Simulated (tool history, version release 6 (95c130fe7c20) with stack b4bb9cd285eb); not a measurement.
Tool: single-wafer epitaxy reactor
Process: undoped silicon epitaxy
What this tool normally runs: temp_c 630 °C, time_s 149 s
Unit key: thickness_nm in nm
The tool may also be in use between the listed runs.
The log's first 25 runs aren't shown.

run,hour,temp_c,time_s,wafers since the last listed run,hours since the last pyrometer calibration,hours since the gauge calibration,"read-back reference wafer on the same gauge, thickness_nm",thickness_nm
26,324.2,624,130,97,139.8,35.5,14.185,12.338
27,331.4,630,175,47,147.0,42.7,14.218,18.720
28,343.3,625,149,79,158.9,54.6,14.202,14.404
29,351.5,623,149,54,167.1,62.8,14.191,13.787
30,365.3,625,164,91,180.9,76.6,14.207,15.861
31,377.4,630,131,80,193.0,88.7,14.185,14.108
32,390.9,645,165,89,206.5,102.2,14.183,24.056
33,405.9,630,149,99,221.5,117.2,14.207,15.886
34,420.4,638,149,96,236.0,131.7,14.193,18.895
35,428.1,635,138,51,243.7,139.4,14.195,16.346
36,451.3,622,125,154,266.9,162.6,14.190,11.242
37,466.7,640,162,102,282.3,178.0,14.206,21.345

Each row is a separate what-if for the run after 37, all from the same tool condition, not one after another. Results?
A,467.1,630,149,2,282.7,178.4,?,?
B,467.1,630,161,2,282.7,178.4,?,?
C,467.1,623,132,2,282.7,178.4,?,?
D,467.1,620,159,2,282.7,178.4,?,?

run,"read-back reference wafer on the same gauge, thickness_nm",thickness_nm
A,14.208,15.906
B,14.208,17.187
C,14.208,12.140
D,14.208,13.710
Stripped of hidden state, with their random variation kept, the same runs would have yielded:
run,thickness_nm
A,15.927
B,17.209
C,12.156
D,13.728
